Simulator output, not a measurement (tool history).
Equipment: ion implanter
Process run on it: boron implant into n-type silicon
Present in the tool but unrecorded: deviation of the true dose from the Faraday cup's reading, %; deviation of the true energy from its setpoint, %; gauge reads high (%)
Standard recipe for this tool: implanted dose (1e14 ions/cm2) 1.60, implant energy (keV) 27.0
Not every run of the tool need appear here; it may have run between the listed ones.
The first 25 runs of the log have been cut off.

run,hour,implanted dose (1e14 ions/cm2),implant energy (keV),wafers since the last listed run,hours since the last dose calibration,hours since the extraction supply was calibrated,hours since the gauge calibration,"read-back reference wafer on the same gauge, sheet resistance",sheet resistance of the implanted and annealed layer (ohm/square)
# hour 1320.8: Faraday cup replaced and dose calibrated
26,1336.5,1.60,27.0,1318,15.7,518.5,1764.0,555.14,488.98
27,1402.8,1.60,27.0,1755,82.0,584.8,1830.3,554.50,483.56
# hour 1405.6: gauge calibrated
28,1453.1,1.13,30.5,1332,132.3,635.1,47.5,554.70,616.05
29,1530.5,1.60,23.5,2049,209.7,712.5,124.9,554.84,491.83
30,1575.3,2.05,36.0,1186,254.5,757.3,169.7,554.97,384.91
31,1627.2,1.47,27.0,1374,306.4,809.2,221.6,555.66,511.72
32,1681.3,1.81,19.0,1432,360.5,863.3,275.7,555.12,459.13
33,1729.5,1.25,34.0,1276,408.7,911.5,323.9,554.97,558.95
34,1794.4,1.60,27.0,1718,473.6,976.4,388.8,554.94,483.16
35,1850.3,2.01,27.0,1480,529.5,1032.3,444.7,555.41,400.60

Each row is a separate what-if for the run after 35, all from the same tool condition, not one after another. Results?
A,1850.7,1.60,35.5,10,529.9,1032.7,445.1,?,?
B,1850.7,2.04,34.0,10,529.9,1032.7,445.1,?,?
C,1850.7,1.60,20.5,10,529.9,1032.7,445.1,?,?

run,"read-back reference wafer on the same gauge, sheet resistance",sheet resistance of the implanted and annealed layer (ohm/square)
A,554.83,457.94
B,554.83,382.37
C,554.83,495.56
Stripped of hidden state, with their random variation kept, the same runs would have yielded:
run,sheet resistance of the implanted and annealed layer (ohm/square)
A,463.62
B,387.27
C,502.12
